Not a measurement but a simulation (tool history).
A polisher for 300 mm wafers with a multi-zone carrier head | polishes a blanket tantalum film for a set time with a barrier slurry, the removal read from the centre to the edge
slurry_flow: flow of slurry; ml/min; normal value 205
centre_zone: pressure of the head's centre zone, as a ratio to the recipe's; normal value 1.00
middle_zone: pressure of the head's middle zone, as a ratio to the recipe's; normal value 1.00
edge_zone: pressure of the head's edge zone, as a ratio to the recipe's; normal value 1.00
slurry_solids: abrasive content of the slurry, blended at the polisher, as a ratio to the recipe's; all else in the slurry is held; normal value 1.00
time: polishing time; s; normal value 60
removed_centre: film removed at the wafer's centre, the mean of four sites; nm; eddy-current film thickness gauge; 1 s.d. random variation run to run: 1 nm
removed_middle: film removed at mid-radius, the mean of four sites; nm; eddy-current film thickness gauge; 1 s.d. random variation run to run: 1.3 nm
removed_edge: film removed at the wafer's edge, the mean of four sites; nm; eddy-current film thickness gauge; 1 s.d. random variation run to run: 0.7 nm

run,hour,slurry_flow,centre_zone,middle_zone,edge_zone,slurry_solids,time,"incoming thickness of the incoming film, nm",removed_centre,removed_middle,removed_edge
1,0.0,160,1.00,1.07,1.00,1.00,60,432.5,101.2,109.8,102.9
2,28.6,205,1.00,1.00,1.00,1.00,60,425.8,107.5,111.1,104.0
3,59.1,205,1.00,1.00,1.00,1.00,60,429.3,104.3,108.1,103.4
4,91.7,205,1.00,1.00,1.00,1.00,60,434.5,104.1,108.4,102.9
5,109.7,260,1.00,1.00,1.00,1.00,60,431.2,108.9,109.3,104.5
6,130.8,260,1.00,1.00,1.00,1.00,60,427.8,107.1,106.0,105.0
# hour 142.2: slurry nozzle cleaned
7,165.9,150,1.03,1.00,1.11,1.00,60,433.4,100.4,99.4,101.9
8,178.3,205,1.00,1.00,1.00,1.15,60,426.1,105.8,109.8,103.5
# hour 192.3: worn pad replaced by a new one
9,193.2,175,0.97,1.00,1.00,1.15,60,429.9,104.6,110.8,107.4
# hour 205.5: centre zone pressure recalibrated
10,220.3,260,1.00,1.00,1.00,1.00,60,432.6,109.2,110.9,106.2
# hour 241.3: carrier head's membrane replaced by a new one
11,252.7,205,1.00,1.00,1.00,1.00,60,438.3,104.8,105.8,104.8
12,276.8,150,1.03,1.00,1.11,1.00,60,423.7,100.9,99.6,103.8
13,303.5,240,1.00,1.00,1.00,1.00,60,432.3,106.8,108.4,103.2
# hour 315.0: edge zone pressure recalibrated
14,318.9,205,1.00,0.90,1.00,1.00,60,422.9,104.1,97.4,101.9
15,337.8,205,1.00,1.00,1.00,1.00,60,431.8,102.9,106.0,102.7
16,372.4,205,1.00,1.00,1.00,1.25,60,434.0,108.6,111.7,106.3
17,397.1,205,1.00,1.00,0.95,1.25,78,431.5,141.4,143.8,135.8
18,412.6,170,1.00,1.00,1.07,1.00,45,427.8,74.4,76.9,77.4
# hour 427.5: worn pad replaced by a new one
19,517.1,205,1.00,1.00,1.00,1.00,60,428.8,105.7,106.3,101.6
20,550.6,170,1.00,1.11,1.00,1.00,60,428.6,101.1,110.4,98.9

Run 21 has not been measured yet. What should we expect?
# hour 627.3: worn pad replaced by a new one
21,627.8,205,1.00,1.08,1.00,1.15,70,431.7,?,?,?

removed_centre: 130.8 nm
removed_middle: 136.7 nm
removed_edge: 127.2 nm
The same run, on a tool lacking any hidden state, would have yielded removed_centre 131.4 nm, removed_middle 137.3 nm, removed_edge 127.8 nm.
